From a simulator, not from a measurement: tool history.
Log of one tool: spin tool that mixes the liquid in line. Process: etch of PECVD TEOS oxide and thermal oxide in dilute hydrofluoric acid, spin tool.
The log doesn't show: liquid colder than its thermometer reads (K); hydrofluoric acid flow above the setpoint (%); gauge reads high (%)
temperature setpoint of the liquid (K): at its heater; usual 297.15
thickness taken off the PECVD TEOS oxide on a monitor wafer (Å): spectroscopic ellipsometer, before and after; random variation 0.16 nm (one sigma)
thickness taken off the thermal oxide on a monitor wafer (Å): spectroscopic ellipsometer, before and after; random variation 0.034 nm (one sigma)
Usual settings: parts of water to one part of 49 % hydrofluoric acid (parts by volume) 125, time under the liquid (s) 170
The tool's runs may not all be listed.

| run | day | temperature setpoint of the liquid (K) | parts of water to one part of 49 % hydrofluoric acid (parts by volume) | time under the liquid (s) | wafers since the last listed run | hours since the thermometer was replaced | hours since the hydrofluoric acid flow meter was replaced | hours since the gauge calibration | read-back film thickness of the PECVD TEOS oxide reference wafer, read on the same gauge (nm) | read-back film thickness of the thermal oxide reference wafer, read on the same gauge (nm) | thickness taken off the PECVD TEOS oxide on a monitor wafer (Å) | thickness taken off the thermal oxide on a monitor wafer (Å) |
|---|---|---|---|---|---|---|---|---|---|---|---|---|
| 1 | 0.000 | 297.15 | 125 | 170 | 0 | 2164.4 | 2198.5 | 195.0 | 130.01 | 140.00 | 293.7 | 66.9 |
| 2 | 0.429 | 297.15 | 125 | 170 | 85 | 2174.7 | 2208.8 | 205.3 | 129.99 | 139.97 | 291.6 | 66.8 |
| 3 | 0.696 | 297.15 | 125 | 170 | 52 | 2181.1 | 2215.2 | 211.7 | 129.99 | 140.00 | 290.9 | 67.5 |
| 4 | 1.721 | 297.15 | 125 | 170 | 203 | 2205.7 | 2239.8 | 236.3 | 130.00 | 140.02 | 292.8 | 67.0 |
| 5 | 2.146 | 297.15 | 125 | 170 | 84 | 2215.9 | 2250.0 | 246.5 | 130.00 | 140.03 | 291.8 | 66.8 |
| 6 | 2.621 | 297.15 | 85 | 220 | 94 | 2227.3 | 2261.4 | 257.9 | 130.00 | 139.99 | 577.4 | 135.1 |
| 7 | 3.283 | 294.15 | 125 | 130 | 131 | 2243.2 | 2277.3 | 273.8 | 130.00 | 140.04 | 199.9 | 45.2 |
|  | 3.658 | thermometer replaced |
| 8 | 3.692 | 301.65 | 165 | 100 | 72 | 0.8 | 2287.1 | 283.6 | 129.99 | 139.99 | 149.1 | 34.2 |
| 9 | 4.250 | 293.15 | 80 | 195 | 110 | 14.2 | 2300.5 | 297.0 | 130.00 | 140.01 | 464.1 | 108.3 |
| 10 | 4.525 | 293.15 | 125 | 70 | 54 | 20.8 | 2307.1 | 303.6 | 130.01 | 139.97 | 103.6 | 23.8 |
|  | 4.654 | hydrofluoric acid flow meter replaced |
| 11 | 4.854 | 300.15 | 180 | 80 | 57 | 28.7 | 4.8 | 311.5 | 130.00 | 140.03 | 89.3 | 20.5 |
| 12 | 5.158 | 300.15 | 180 | 80 | 60 | 36.0 | 12.1 | 318.8 | 130.01 | 140.00 | 87.9 | 20.3 |
| 13 | 5.508 | 297.15 | 125 | 170 | 69 | 44.4 | 20.5 | 327.2 | 130.01 | 139.97 | 256.7 | 59.3 |
| 14 | 5.833 | 297.15 | 125 | 170 | 64 | 52.2 | 28.3 | 335.0 | 129.98 | 139.98 | 257.1 | 60.0 |
|  | 5.971 | gauge calibrated |
| 15 | 6.125 | 297.15 | 125 | 170 | 57 | 59.2 | 35.3 | 3.7 | 130.01 | 140.00 | 262.0 | 59.3 |
| 16 | 6.704 | 295.15 | 110 | 170 | 114 | 73.1 | 49.2 | 17.6 | 130.01 | 140.01 | 275.4 | 63.7 |
| 17 | 7.354 | 297.15 | 100 | 170 | 129 | 88.7 | 64.8 | 33.2 | 130.01 | 140.00 | 333.9 | 77.3 |
| 18 | 7.771 | 295.65 | 125 | 170 | 82 | 98.7 | 74.8 | 43.2 | 129.98 | 139.99 | 244.5 | 55.7 |
| 19 | 8.379 | 297.15 | 125 | 170 | 120 | 113.3 | 89.4 | 57.8 | 130.00 | 140.01 | 258.4 | 59.4 |
| 20 | 8.888 | 301.65 | 85 | 265 | 100 | 125.5 | 101.6 | 70.0 | 129.99 | 140.01 | 747.1 | 172.9 |
| 21 | 9.212 | 300.65 | 155 | 170 | 64 | 133.3 | 109.4 | 77.8 | 130.01 | 140.00 | 232.1 | 53.5 |
| 22 | 9.800 | 297.15 | 125 | 170 | 116 | 147.4 | 123.5 | 91.9 | 130.02 | 140.01 | 260.0 | 59.6 |
| 23 | 10.504 | 295.15 | 165 | 140 | 139 | 164.3 | 140.4 | 108.8 | 130.00 | 139.98 | 143.2 | 33.2 |
| 24 | 12.579 | 297.15 | 90 | 170 | 411 | 214.1 | 190.2 | 158.6 | 130.01 | 140.00 | 378.8 | 86.9 |
| 25 | 13.250 | 297.15 | 125 | 170 | 133 | 230.2 | 206.3 | 174.7 | 130.00 | 140.02 | 265.9 | 60.5 |
| 26 | 13.671 | 292.65 | 125 | 170 | 83 | 240.3 | 216.4 | 184.8 | 129.98 | 139.99 | 218.9 | 50.3 |

How the hidden state differs across the entries between the runs, from the last listed run before each to the first after it:
Between runs 7 and 8: thermometer replaced (day 3.658)
  hydrofluoric acid flow above the setpoint (%): 12.5 -> 12.6
  measured less the result without the state, thickness taken off the PECVD TEOS oxide on a monitor wafer (Å): +25.0 -> +19.7; thickness taken off the thermal oxide on a monitor wafer (Å): +5.6 -> +4.5
Between runs 10 and 11: hydrofluoric acid flow meter replaced (day 4.654)
  hydrofluoric acid flow above the setpoint (%): 12.7 -> 0.786
  measured less the result without the state, thickness taken off the PECVD TEOS oxide on a monitor wafer (Å): +13.1 -> +0.8; thickness taken off the thermal oxide on a monitor wafer (Å): +3.0 -> +0.2
Between runs 14 and 15: gauge calibrated (day 5.971)
  hydrofluoric acid flow above the setpoint (%): 0.908 -> 0.944
  measured less the result without the state, thickness taken off the PECVD TEOS oxide on a monitor wafer (Å): +2.6 -> +2.8; thickness taken off the thermal oxide on a monitor wafer (Å): +0.6 -> +0.6

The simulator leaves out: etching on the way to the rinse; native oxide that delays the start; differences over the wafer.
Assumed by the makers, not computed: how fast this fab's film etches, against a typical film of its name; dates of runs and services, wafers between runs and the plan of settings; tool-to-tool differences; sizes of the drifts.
